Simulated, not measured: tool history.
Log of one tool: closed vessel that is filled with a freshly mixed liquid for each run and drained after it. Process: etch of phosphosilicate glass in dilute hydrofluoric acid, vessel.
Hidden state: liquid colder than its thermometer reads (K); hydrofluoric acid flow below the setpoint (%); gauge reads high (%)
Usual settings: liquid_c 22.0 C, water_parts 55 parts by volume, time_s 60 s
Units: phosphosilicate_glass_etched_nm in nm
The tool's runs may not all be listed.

run     day  liquid_c  water_parts  time_s  wafers since the last listed run  hours since the thermometer was replaced  hours since the hydrofluoric acid flow meter was replaced  hours since the gauge calibration  read-back film thickness of the phosphosilicate glass reference wafer, read on the same gauge (nm)  phosphosilicate_glass_etched_nm
  1   0.000      22.0           55      60                                 0                                     970.4                                                      637.6                              958.7                                                                                               79.99                           185.05
  2   2.958      22.0           55      60                              7556                                    1041.4                                                      708.6                             1029.7                                                                                               79.93                           184.10
      3.896  -- thermometer replaced
  3   5.150      22.0           55      60                              5492                                      30.1                                                      761.2                             1082.3                                                                                               80.00                           193.07
  4   6.225      22.0           55      60                              2746                                      55.9                                                      787.0                             1108.1                                                                                               79.97                           192.57
  5   8.054      26.0           55      60                              4672                                      99.8                                                      830.9                             1152.0                                                                                               80.00                           224.53
  6  13.912      26.0           55      60                             14964                                     240.4                                                      971.5                             1292.6                                                                                               80.03                           223.74
  7  16.175      26.0           55      60                              5779                                     294.7                                                     1025.8                             1346.9                                                                                               79.94                           222.06
  8  18.038      22.0           55      60                              4757                                     339.4                                                     1070.5                             1391.6                                                                                               79.96                           187.34
  9  19.192      25.0           55      80                              2948                                     367.1                                                     1098.2                             1419.3                                                                                               79.96                           284.30
     26.117  -- gauge calibrated
 10  27.621      25.0           55      80                             21531                                     569.4                                                     1300.5                               36.1                                                                                               80.00                           280.11
 11  29.929      25.0           55      80                              5896                                     624.8                                                     1355.9                               91.5                                                                                               80.00                           278.97
 12  32.062      22.0           55      75                              5449                                     676.0                                                     1407.1                              142.7                                                                                               80.01                           228.96
 13  35.050      24.0           55      70                              7631                                     747.7                                                     1478.8                              214.4                                                                                               80.02                           231.48
 14  37.883      22.0           55      60                              7237                                     815.7                                                     1546.8                              282.4                                                                                               80.00                           180.69
 15  40.462      27.0           55      75                              6588                                     877.6                                                     1608.7                              344.3                                                                                               80.02                           278.25
 16  42.283      20.5           35      70                              4651                                     921.3                                                     1652.4                              388.0                                                                                               79.97                           321.45
 17  45.238      25.0           55      60                              7546                                     992.2                                                     1723.3                              458.9                                                                                               79.99                           202.53
     45.750  -- thermometer replaced
     46.367  -- hydrofluoric acid flow meter replaced
 18  46.425      22.0           55      60                              2820                                      16.2                                                        1.4                              487.4                                                                                               79.98                           196.44
 19  47.929      18.0           55      60                              3842                                      52.3                                                       37.5                              523.5                                                                                               79.99                           164.83
 20  49.038      22.0           55      60                              2831                                      78.9                                                       64.1                              550.1                                                                                               80.01                           195.58
 21  51.179      22.0           55      60                              5470                                     130.3                                                      115.5                              601.5                                                                                               79.99                           194.07
 22  54.150      26.5           55      60                              7588                                     201.6                                                      186.8                              672.8                                                                                               79.99                           234.31
 23  55.617      22.0           70      45                              3746                                     236.8                                                      222.0                              708.0                                                                                               79.98                           111.93
 24  63.654      22.0           55      60                             20531                                     429.7                                                      414.9                              900.9                                                                                               80.02                           189.93
 25  65.562      25.5           25      70                              4874                                     475.5                                                      460.7                              946.7                                                                                               80.02                           590.50

Forecast each of these 4 alternatives for the next run:
  A  65.592      22.0           55      60                                74                                     476.2                                                      461.4                              947.4                                                                                                   ?                                ?
  B  65.592      22.0           35      70                                74                                     476.2                                                      461.4                              947.4                                                                                                   ?                                ?
  C  65.592      26.5           75      85                                74                                     476.2                                                      461.4                              947.4                                                                                                   ?                                ?
  D  65.592      22.0           70      60                                74                                     476.2                                                      461.4                              947.4                                                                                                   ?                                ?

run  read-back film thickness of the phosphosilicate glass reference wafer, read on the same gauge (nm)  phosphosilicate_glass_etched_nm
  A                                                                                               80.01                           189.94
  B                                                                                               80.01                           357.18
  C                                                                                               80.01                           230.98
  D                                                                                               80.01                           146.51
Without the tool's hidden state the same runs would have given:
run  phosphosilicate_glass_etched_nm
  A                           197.75
  B                           371.85
  C                           240.25
  D                           152.51
